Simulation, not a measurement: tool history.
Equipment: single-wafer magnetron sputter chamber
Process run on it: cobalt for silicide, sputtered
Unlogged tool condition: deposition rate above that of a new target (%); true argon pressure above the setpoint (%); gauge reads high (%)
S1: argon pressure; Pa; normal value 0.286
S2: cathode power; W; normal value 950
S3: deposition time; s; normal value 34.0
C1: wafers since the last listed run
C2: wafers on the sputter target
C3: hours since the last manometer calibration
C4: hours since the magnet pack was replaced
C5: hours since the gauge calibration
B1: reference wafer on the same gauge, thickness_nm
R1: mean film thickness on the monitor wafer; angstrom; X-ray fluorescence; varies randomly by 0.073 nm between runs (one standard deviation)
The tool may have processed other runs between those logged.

run,hour,S1,S2,S3,C1,C2,C3,C4,C5,B1,R1
1,0.0,0.286,950,29.6,0,6263,1459.6,10376.8,484.1,13.400,137.16
# hour 23.2: sputter target and shields replaced
2,63.9,0.286,950,29.6,1499,1091,1523.5,10440.7,548.0,13.389,138.14
3,110.1,0.286,950,31.9,1239,2331,1569.7,10486.9,594.2,13.394,148.38
4,169.3,0.286,950,31.9,1587,3919,1628.9,10546.1,653.4,13.404,147.19
# hour 180.0: gauge calibrated
5,232.5,0.286,950,31.9,1695,5614,1692.1,10609.3,52.5,13.414,145.89
# hour 276.6: sputter target and shields replaced
6,280.1,0.370,950,34.0,1062,92,1739.7,10656.9,100.1,13.387,154.37
7,333.2,0.370,950,34.0,1424,1517,1792.8,10710.0,153.2,13.415,153.38
8,391.5,0.369,950,34.0,1563,3081,1851.1,10768.3,211.5,13.408,152.73
9,557.5,0.369,950,34.0,4452,7533,2017.1,10934.3,377.5,13.391,151.13
# hour 589.8: sputter target and shields replaced
10,594.1,0.286,950,34.0,767,116,2053.7,10970.9,414.1,13.399,159.05
# hour 641.2: magnet pack replaced
11,641.6,0.286,950,34.0,1059,1176,2101.2,0.4,461.6,13.401,158.32
12,709.0,0.286,950,34.0,1807,2984,2168.6,67.8,529.0,13.393,158.75
13,775.9,0.286,950,34.0,1794,4778,2235.5,134.7,595.9,13.406,157.09
14,826.7,0.331,800,30.7,1362,6141,2286.3,185.5,646.7,13.416,116.75
# hour 847.4: sputter target and shields replaced
15,860.9,0.286,950,34.0,702,362,2320.5,219.7,680.9,13.394,158.95
# hour 882.5: gauge calibrated
# hour 889.8: capacitance manometer re-zeroed and calibrated
16,893.0,0.194,1100,28.2,646,1008,3.2,251.8,10.5,13.410,158.35
17,956.7,0.332,1100,28.2,1708,2717,66.9,315.5,74.2,13.393,149.36
18,1018.3,0.384,900,36.0,1652,4369,128.5,377.1,135.8,13.390,152.20
19,1087.5,0.286,1050,34.0,1856,6226,197.7,446.3,205.0,13.385,172.40
20,1142.2,0.286,950,30.0,1467,7693,252.4,501.0,259.7,13.394,137.57
# hour 1159.7: sputter target and shields replaced
21,1173.8,0.353,950,34.0,633,378,284.0,532.6,291.3,13.425,156.77
22,1199.8,0.286,950,34.0,697,1075,310.0,558.6,317.3,13.402,158.85
23,1259.0,0.286,950,38.4,1587,2663,369.2,617.8,376.5,13.422,180.18
24,1285.9,0.286,950,37.5,721,3385,396.1,644.7,403.4,13.400,174.83
25,1349.4,0.286,950,34.0,1703,5088,459.6,708.2,466.9,13.396,155.98
26,1413.9,0.257,1050,36.8,1730,6818,524.1,772.7,531.4,13.406,189.65

Some steps in R1 between neighbouring runs. How much of each would the tool show without its hidden state too (settings, what came in, random variation), and how much is left for the hidden state, with any gauge scatter that isn't in both results?
Run 9 -> 10: S1 0.369 -> 0.286, sputter target and shields replaced. R1 +7.92 angstrom: hidden state +3.08, all else +4.84.
Run 13 -> 14: S1 0.286 -> 0.331, S2 950 -> 800, S3 34.0 -> 30.7. R1 -40.34 angstrom: hidden state +0.17, all else -40.51.
Run 14 -> 15: S1 0.331 -> 0.286, S2 800 -> 950, S3 30.7 -> 34.0, sputter target and shields replaced. R1 +42.20 angstrom: hidden state +1.84, all else +40.36.
Run 20 -> 21: S1 0.286 -> 0.353, S3 30.0 -> 34.0, sputter target and shields replaced. R1 +19.20 angstrom: hidden state +3.02, all else +16.18.
